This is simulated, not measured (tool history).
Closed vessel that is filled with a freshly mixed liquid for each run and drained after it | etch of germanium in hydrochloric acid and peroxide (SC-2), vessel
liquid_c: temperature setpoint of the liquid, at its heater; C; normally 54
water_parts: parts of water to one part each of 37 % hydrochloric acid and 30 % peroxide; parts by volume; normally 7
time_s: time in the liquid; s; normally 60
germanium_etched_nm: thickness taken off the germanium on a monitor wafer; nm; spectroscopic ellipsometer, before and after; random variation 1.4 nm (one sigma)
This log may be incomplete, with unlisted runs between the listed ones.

run,hour,liquid_c,water_parts,time_s,"read-back film thickness of the germanium reference wafer, read on the same gauge (nm)",germanium_etched_nm
1,0,54,7,60,129.98,196.61
2,32.5,54,7,60,129.99,198.9
3,99.2,54,7,60,130.01,197.65
4,127,54,7,40,130,133.33
5,178.6,54,7,40,130,133.67
6,205.7,54,7,60,129.99,199.92
7,269,54,7,60,130.01,202.28
8,313.5,54,7,60,130.02,200.61
# hour 347.5: gauge calibrated
9,367.2,45,4,35,130,89.51
10,392.5,51.5,4.5,85,130,264.84
11,463.6,51,5,80,130.01,249.66
# hour 494.4: chemicals flow meter replaced
12,501,50,9,45,130.01,133.14
13,560.7,54,7,60,130.01,207.18
# hour 584.7: thermometer replaced
14,588.6,60,9,45,130.02,165.73
# hour 602.6: new drum of peroxide connected
15,637,49.5,10,85,130,226.83
16,706.9,54,7,85,130.02,269.29
17,733.4,49,4,30,130,82
18,779.1,62,7,90,129.99,365.47
19,816.3,54,7,60,129.99,191.54
20,856.4,54,7,60,130.01,191.78
21,916.4,49.5,5.5,85,129.99,241.71
22,976,64,7,80,129.98,345.38
23,1014.6,47.5,7,50,130.01,129.97
24,1052.3,54,9.5,60,129.98,190.21
25,1095.5,44,5,60,129.99,141.61
26,1156.8,49,5,85,130.01,239.85
27,1202.7,51,5,80,129.99,237.75
28,1248.6,54,10.5,95,130.03,297.23
29,1284.2,54,7,40,130.02,129.91
30,1324.1,44.5,4,35,129.99,83.78
# hour 1353.6: chemicals flow meter replaced
31,1353.9,62,7,70,130.01,285.53

How would selected steps in germanium_etched_nm from run to run divide? Give the signed amount a tool lacking its hidden state would still show from settings, what came in and random variation, and the signed amount left for the hidden state, including any gauge scatter that is not in both of the compared results.
What the log doesn't record here: liquid hotter than its thermometer reads (K); chemicals flow above the setpoint (%); peroxide weaker than its label (%); gauge reads high (%).
Run 9 -> 10: liquid_c 45 -> 51.5, water_parts 4 -> 4.5, time_s 35 -> 85. germanium_etched_nm +175.33 nm: hidden state +13.06, all else +162.27.
Run 11 -> 12: liquid_c 51 -> 50, water_parts 5 -> 9, time_s 80 -> 45, chemicals flow meter replaced. germanium_etched_nm -116.52 nm: hidden state -9.04, all else -107.48.
Run 13 -> 14: liquid_c 54 -> 60, water_parts 7 -> 9, time_s 60 -> 45, thermometer replaced. germanium_etched_nm -41.45 nm: hidden state -15.61, all else -25.84.
Run 17 -> 18: liquid_c 49 -> 62, water_parts 4 -> 7, time_s 30 -> 90. germanium_etched_nm +283.47 nm: hidden state +4.01, all else +279.46.
Run 22 -> 23: liquid_c 64 -> 47.5, time_s 80 -> 50. germanium_etched_nm -215.41 nm: hidden state -4.22, all else -211.19.
Run 30 -> 31: liquid_c 44.5 -> 62, water_parts 4 -> 7, time_s 35 -> 70, chemicals flow meter replaced. germanium_etched_nm +201.75 nm: hidden state +7.28, all else +194.47.
